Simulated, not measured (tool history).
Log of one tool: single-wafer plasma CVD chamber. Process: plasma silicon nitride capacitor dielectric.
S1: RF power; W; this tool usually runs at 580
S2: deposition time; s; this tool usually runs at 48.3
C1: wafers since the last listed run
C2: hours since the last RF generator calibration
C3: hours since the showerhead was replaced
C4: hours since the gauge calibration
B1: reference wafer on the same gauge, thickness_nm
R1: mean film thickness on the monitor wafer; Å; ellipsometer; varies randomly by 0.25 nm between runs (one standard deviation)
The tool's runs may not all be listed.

Run 1, day 0: usual settings; C1 0; C2 122.6; C3 1629.4; C4 1225.1; B1 77.753. Result: R1 770.05 Å.
Run 2, day 3.904: usual settings; C1 1111; C2 216.3; C3 1723.1; C4 1318.8; B1 77.872. Result: R1 762.81 Å.
Run 3, day 7.8: usual settings; C1 1108; C2 309.8; C3 1816.6; C4 1412.3; B1 77.786. Result: R1 765.26 Å.
Run 4, day 9.621: usual settings; C1 518; C2 353.5; C3 1860.3; C4 1456; B1 77.749. Result: R1 764.06 Å.
Run 5, day 12.608: usual settings; C1 850; C2 425.2; C3 1932; C4 1527.7; B1 77.775. Result: R1 763.69 Å.
Run 6, day 16.25: usual settings but S1 495 W; C1 1036; C2 512.6; C3 2019.4; C4 1615.1; B1 77.796. Result: R1 730.42 Å.
Run 7, day 18.842: usual settings but S1 495 W; C1 737; C2 574.8; C3 2081.6; C4 1677.3; B1 77.784. Result: R1 729.66 Å.
Run 8, day 22.542: usual settings but S1 495 W; C1 1053; C2 663.6; C3 2170.4; C4 1766.1; B1 77.805. Result: R1 731.77 Å.
Run 9, day 25.838: usual settings but S2 52.9 s; C1 938; C2 742.7; C3 2249.5; C4 1845.2; B1 77.696. Result: R1 832.54 Å.
Run 10, day 28.054: usual settings but S2 52.9 s; C1 630; C2 795.9; C3 2302.7; C4 1898.4; B1 77.649. Result: R1 830.74 Å.
Run 11, day 31.254: usual settings but S2 52.9 s; C1 910; C2 872.7; C3 2379.5; C4 1975.2; B1 77.835. Result: R1 832.63 Å.
Run 12, day 35.021: usual settings but S2 50.3 s; C1 1072; C2 963.1; C3 2469.9; C4 2065.6; B1 77.839. Result: R1 789.15 Å.
Run 13, day 38.188: usual settings but S2 50.3 s; C1 901; C2 1039.1; C3 2545.9; C4 2141.6; B1 77.897. Result: R1 790.4 Å.
At day 39.858: RF generator calibrated.
Run 14, day 42.596: usual settings but S2 50.2 s; C1 1159; C2 65.7; C3 2651.7; C4 2247.4; B1 77.813. Result: R1 778.85 Å.
Run 15, day 46.933: usual settings but S2 50.2 s; C1 1234; C2 169.8; C3 2755.8; C4 2351.5; B1 77.808. Result: R1 772.38 Å.
Run 16, day 49.971: usual settings but S2 50.2 s; C1 864; C2 242.7; C3 2828.7; C4 2424.4; B1 77.638. Result: R1 773.83 Å.
Run 17, day 53.304: usual settings; C1 948; C2 322.7; C3 2908.7; C4 2504.4; B1 77.715. Result: R1 745.1 Å.
Run 18, day 54.996: usual settings but S1 500 W; C1 481; C2 363.3; C3 2949.3; C4 2545; B1 77.771. Result: R1 721.83 Å.
Run 19, day 58.479: usual settings but S2 44.5 s; C1 991; C2 446.9; C3 3032.9; C4 2628.6; B1 77.796. Result: R1 686.24 Å.
Run 20, day 60.833: usual settings; C1 670; C2 503.4; C3 3089.4; C4 2685.1; B1 77.816. Result: R1 744.24 Å.
At day 63.554: RF generator calibrated, repeated, since the last time left the tool worse.
Run 21, day 63.575: usual settings; C1 685; C2 0.5; C3 3155.2; C4 2750.9; B1 77.854. Result: R1 768.33 Å.
Run 22, day 65.508: usual settings but S1 475 W, S2 45 s; C1 550; C2 46.9; C3 3201.6; C4 2797.3; B1 77.848. Result: R1 679.11 Å.
Run 23, day 69.271: usual settings but S1 670 W, S2 40.1 s; C1 1070; C2 137.2; C3 3291.9; C4 2887.6; B1 77.823. Result: R1 656.89 Å.
At day 78.858: showerhead replaced.
Run 24, day 82.033: usual settings; C1 3537; C2 443.5; C3 76.2; C4 3193.9; B1 77.854. Result: R1 765.1 Å.
Run 25, day 87.204: usual settings but S1 610 W, S2 52.5 s; C1 1471; C2 567.6; C3 200.3; C4 3318; B1 77.817. Result: R1 836.63 Å.
At day 90.721: gauge calibrated.
Run 26, day 91.108: usual settings; C1 1111; C2 661.3; C3 294; C4 9.3; B1 77.811. Result: R1 764.71 Å.
Run 27, day 92.612: usual settings; C1 428; C2 697.4; C3 330.1; C4 45.4; B1 77.791. Result: R1 758.96 Å.
Run 28, day 94.429: usual settings; C1 517; C2 741; C3 373.7; C4 89; B1 77.822. Result: R1 761.46 Å.
Run 29, day 98.129: usual settings but S1 495 W, S2 54.3 s; C1 1053; C2 829.8; C3 462.5; C4 177.8; B1 77.745. Result: R1 816.83 Å.
Run 30, day 102.112: usual settings but S2 44.6 s; C1 1133; C2 925.4; C3 558.1; C4 273.4; B1 77.85. Result: R1 701.45 Å.
Run 31, day 104.154: usual settings but S2 54.2 s; C1 581; C2 974.4; C3 607.1; C4 322.4; B1 77.785. Result: R1 854.69 Å.
Run 32, day 108.129: usual settings but S2 45.9 s; C1 1131; C2 1069.8; C3 702.5; C4 417.8; B1 77.781. Result: R1 715.4 Å.
At day 108.704: RF generator calibrated.
Run 33, day 112.458: usual settings but S1 635 W; C1 1137; C2 90.1; C3 806.4; C4 521.7; B1 77.802. Result: R1 780.8 Å.
Run 34, day 116.5: usual settings but S1 690 W, S2 55.6 s; C1 1150; C2 187.1; C3 903.4; C4 618.7; B1 77.853. Result: R1 918.53 Å.
Run 35, day 120.458: usual settings but S2 40 s; C1 1126; C2 282.1; C3 998.4; C4 713.7; B1 77.876. Result: R1 631.63 Å.
Run 36, day 121.962: usual settings but S1 515 W, S2 42.6 s; C1 428; C2 318.2; C3 1034.5; C4 749.8; B1 77.853. Result: R1 648.5 Å.
Run 37, day 126.171: usual settings but S1 615 W, S2 56.6 s; C1 1197; C2 419.2; C3 1135.5; C4 850.8; B1 77.889. Result: R1 907.61 Å.
Run 38, day 130.654: usual settings but S2 55.4 s; C1 1276; C2 526.8; C3 1243.1; C4 958.4; B1 77.772. Result: R1 878.92 Å.
Run 39, day 132.992: usual settings; C1 665; C2 582.9; C3 1299.2; C4 1014.5; B1 77.812. Result: R1 762.85 Å.
Run 40, day 134.988: usual settings but S1 520 W, S2 51.1 s; C1 568; C2 630.8; C3 1347.1; C4 1062.4; B1 77.839. Result: R1 780.09 Å.
Run 41, day 138.171: usual settings; C1 906; C2 707.2; C3 1423.5; C4 1138.8; B1 77.707. Result: R1 761.9 Å.

Alternative continuations, all from the tool just after run 41; predict every row:
Run A, day 138.188: usual settings; C1 4; C2 707.6; C3 1423.9; C4 1139.2; B1 ?. Result: R1 ?.
Run B, day 138.188: usual settings but S1 550 W, S2 51.7 s; C1 4; C2 707.6; C3 1423.9; C4 1139.2; B1 ?. Result: R1 ?.
Run C, day 138.188: usual settings but S2 52.7 s; C1 4; C2 707.6; C3 1423.9; C4 1139.2; B1 ?. Result: R1 ?.
Run D, day 138.188: usual settings but S1 500 W, S2 42.6 s; C1 4; C2 707.6; C3 1423.9; C4 1139.2; B1 ?. Result: R1 ?.
Run E, day 138.188: usual settings but S1 465 W, S2 41.6 s; C1 4; C2 707.6; C3 1423.9; C4 1139.2; B1 ?. Result: R1 ?.

run    B1      R1
  A  77.8  759.15
  B  77.8  801.53
  C  77.8  828.31
  D  77.8  644.56
  E  77.8  618.02
Had the tool no hidden state, the same runs would have come out as:
run      R1
  A  764.92
  B  807.62
  C  834.61
  D  649.46
  E  622.71
